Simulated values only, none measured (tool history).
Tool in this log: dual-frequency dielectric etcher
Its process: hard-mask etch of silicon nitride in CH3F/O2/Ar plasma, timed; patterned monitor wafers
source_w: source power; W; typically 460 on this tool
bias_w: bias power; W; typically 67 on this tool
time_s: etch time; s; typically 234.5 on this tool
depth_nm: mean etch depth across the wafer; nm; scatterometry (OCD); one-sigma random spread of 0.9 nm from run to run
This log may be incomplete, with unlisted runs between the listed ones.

run	hour	source_w	bias_w	time_s	wafers since the last listed run	hours since the last wet clean	hours since the last source power generator calibration	hours since the last bias power generator calibration	hours since the last upper electrode change	hours since the gauge calibration	read-back reference wafer on the same gauge, depth_nm	depth_nm
1	0	460	67	234.5	0	60.1	1114	1594.8	62.7	569.9	168	165.4
2	319.3	460	67	234.5	1962	379.4	1433.3	1914.1	382	889.2	167.8	165
# hour 374.7: wet clean of the chamber
3	375.7	460	67	234.5	199	1	1489.7	1970.5	438.4	945.6	168.2	166.6
4	453.5	460	67	234.5	478	78.8	1567.5	2048.3	516.2	1023.4	168	164.8
5	524.8	460	67	234.5	438	150.1	1638.8	2119.6	587.5	1094.7	168.1	166.4
6	603.8	460	67	234.5	485	229.1	1717.8	2198.6	666.5	1173.7	167.7	165.4
7	694.9	460	67	234.5	559	320.2	1808.9	2289.7	757.6	1264.8	167.8	164.3
8	760.9	460	67	234.5	405	386.2	1874.9	2355.7	823.6	1330.8	168	165.2
9	850.6	460	67	234.5	551	475.9	1964.6	2445.4	913.3	1420.5	168	166.3
# hour 901.1: source power generator calibrated
# hour 923.8: wet clean of the chamber
10	924.3	460	67	255.5	288	0.5	23.2	2519.1	987	1494.2	168	179
11	957.5	460	67	255.5	204	33.7	56.4	2552.3	1020.2	1527.4	167.8	180.1
12	1005.4	460	67	234.5	294	81.6	104.3	2600.2	1068.1	1575.3	167.9	166.4
# hour 1055.8: bias power generator calibrated
13	1092.6	460	67	234.5	511	168.8	191.5	36.8	1155.3	1662.5	167.9	165.6
14	1170.5	460	67	234.5	478	246.7	269.4	114.7	1233.2	1740.4	167.9	165.8
15	1249	460	78	256.5	482	325.2	347.9	193.2	1311.7	1818.9	167.9	195.1
16	1293.6	460	67	234.5	274	369.8	392.5	237.8	1356.3	1863.5	167.8	165.6
# hour 1346.1: gauge calibrated
# hour 1385.6: wet clean of the chamber
17	1553	460	61	277.5	1446	167.4	651.9	497.2	1615.7	206.9	168	186.2
18	1632.6	420	62	234.5	489	247	731.5	576.8	1695.3	286.5	167.8	152
19	1735.7	550	78	215.5	633	350.1	834.6	679.9	1798.4	389.6	168.1	177.2
20	1821.8	460	52	234.5	529	436.2	920.7	766	1884.5	475.7	167.9	142.9
# hour 1872.2: wet clean of the chamber
21	1872.7	460	67	234.5	165	0.5	971.6	816.9	1935.4	526.6	168.1	166.9
# hour 1956.3: upper electrode replaced
22	1956.8	490	52	234.5	369	84.6	1055.7	901	0.5	610.7	167.8	147.3
23	2006.1	460	67	255.5	302	133.9	1105	950.3	49.8	660	168.1	182.3
24	2110.5	460	57	279.5	641	238.3	1209.4	1054.7	154.2	764.4	168.1	182.7
25	2154.1	460	67	234.5	267	281.9	1253	1098.3	197.8	808	168.1	166.6
26	2368.4	460	51	234.5	1316	496.2	1467.3	1312.6	412.1	1022.3	168.2	142.5
# hour 2396.8: wet clean of the chamber
27	2453.9	460	67	186	377	57.1	1552.8	1398.1	497.6	1107.8	168.2	133.1
28	2529.2	540	77	179	462	132.4	1628.1	1473.4	572.9	1183.1	167.9	143.7

State the hidden condition of the tool at each of the runs:
etch rate over this chamber's usual, %: 0 across all the runs
source power that arrives over what is set, %: 0 across all the runs
bias power that arrives over what is set, %: 0 across all the runs
gauge reads high (%): 0 across all the runs
